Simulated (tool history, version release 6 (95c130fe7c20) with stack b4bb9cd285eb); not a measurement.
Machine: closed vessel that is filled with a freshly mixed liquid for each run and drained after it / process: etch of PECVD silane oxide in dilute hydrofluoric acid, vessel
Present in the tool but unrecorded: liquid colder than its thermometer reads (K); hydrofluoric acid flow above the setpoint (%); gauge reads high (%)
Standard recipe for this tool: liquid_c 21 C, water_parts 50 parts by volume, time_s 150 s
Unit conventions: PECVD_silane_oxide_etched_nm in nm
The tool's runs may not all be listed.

run    hour  liquid_c  water_parts  time_s  wafers since the last listed run  hours since the thermometer was replaced  hours since the hydrofluoric acid flow meter was replaced  hours since the gauge calibration  read-back film thickness of the PECVD silane oxide reference wafer, read on the same gauge (nm)  PECVD_silane_oxide_etched_nm
  1       0        21           50     150                                 0                                     507.9                                                     1183.1                              495.4                                                                                            59.99                          45.8
  2    31.9        21           50     180                              3215                                     539.8                                                       1215                              527.3                                                                                            60.01                          55.3
  3    80.6        21           50     180                              4909                                     588.5                                                     1263.7                                576                                                                                            60.01                         55.33
  4   145.8        21           50     150                              6572                                     653.7                                                     1328.9                              641.2                                                                                            59.99                         46.09
  5   181.5        21           50     150                              3598                                     689.4                                                     1364.6                              676.9                                                                                            59.95                         44.78
  6     237        21           50     150                              5594                                     744.9                                                     1420.1                              732.4                                                                                            59.97                         45.54
  7   298.7        21           50     150                              6219                                     806.6                                                     1481.8                              794.1                                                                                            60.01                         44.69
  8   346.5        21           50     150                              4818                                     854.4                                                     1529.6                              841.9                                                                                            59.99                         44.81
  9     391        23           50     150                              4485                                     898.9                                                     1574.1                              886.4                                                                                               60                          48.8
        407  -- hydrofluoric acid flow meter replaced
 10   440.9        21           50     220                              4929                                     948.8                                                       33.9                              936.3                                                                                            59.98                         64.85
      504.6  -- thermometer replaced
 11   506.5        21           50     220                              6511                                       1.9                                                       99.5                             1001.9                                                                                            60.01                         70.85
 12   539.7        21           50     220                              3346                                      35.1                                                      132.7                             1035.1                                                                                               60                          70.3
 13   589.8        21           65     150                              5050                                      85.2                                                      182.8                             1085.2                                                                                            60.04                         36.02
 14   628.6        21           50     115                              3911                                       124                                                      221.6                               1124                                                                                               60                         36.21
        689  -- gauge calibrated
 15   752.8      23.5           35     105                             12519                                     248.2                                                      345.8                               63.8                                                                                            59.97                         53.04
 16   779.4        21           50     150                              2681                                     274.8                                                      372.4                               90.4                                                                                            60.02                         47.01
 17   813.5        18           75      85                              3437                                     308.9                                                      406.5                              124.5                                                                                            60.02                          14.8
 18   839.4      19.5           60     220                              2610                                     334.8                                                      432.4                              150.4                                                                                            59.97                         53.46
 19   904.7        23           40      70                              6582                                     400.1                                                      497.7                              215.7                                                                                            60.03                         29.66
 20  1012.3      22.5           50     150                             10846                                     507.7                                                      605.3                              323.3                                                                                            59.96                         49.11
 21  1060.2        26           60     125                              4828                                     555.6                                                      653.2                              371.2                                                                                            59.98                         38.26
 22  1117.6      18.5           45     150                              5786                                       613                                                      710.6                              428.6                                                                                            59.97                         45.89
 23  1165.1        21           50     150                              4788                                     660.5                                                      758.1                              476.1                                                                                               60                         45.87
 24  1219.2        21           30      95                              5453                                     714.6                                                      812.2                              530.2                                                                                            60.04                         49.16
 25    1255        17           70     150                              3608                                     750.4                                                        848                                566                                                                                            60.02                         26.49
 26  1312.5        25           35     195                              5796                                     807.9                                                      905.5                              623.5                                                                                               60                        101.34

Consider 5 possible next runs. They are alternatives, not a sequence: every one starts from the tool as it was left by run 26. What does each give?
  A  1313.2        21           50     150                                70                                     808.6                                                      906.2                              624.2                                                                                                ?                             ?
  B  1313.2      17.5           60     125                                70                                     808.6                                                      906.2                              624.2                                                                                                ?                             ?
  C  1313.2      22.5           35      85                                70                                     808.6                                                      906.2                              624.2                                                                                                ?                             ?
  D  1313.2        19           50     105                                70                                     808.6                                                      906.2                              624.2                                                                                                ?                             ?
  E  1313.2        21           30     150                                70                                     808.6                                                      906.2                              624.2                                                                                                ?                             ?

run  read-back film thickness of the PECVD silane oxide reference wafer, read on the same gauge (nm)  PECVD_silane_oxide_etched_nm
  A                                                                                            60.01                         44.78
  B                                                                                            60.01                         26.44
  C                                                                                            60.01                         39.35
  D                                                                                            60.01                         28.76
  E                                                                                            60.01                         76.43
With no hidden state in the tool, these same runs would have given:
run  PECVD_silane_oxide_etched_nm
  A                         47.76
  B                         28.24
  C                         41.97
  D                         30.71
  E                          81.6
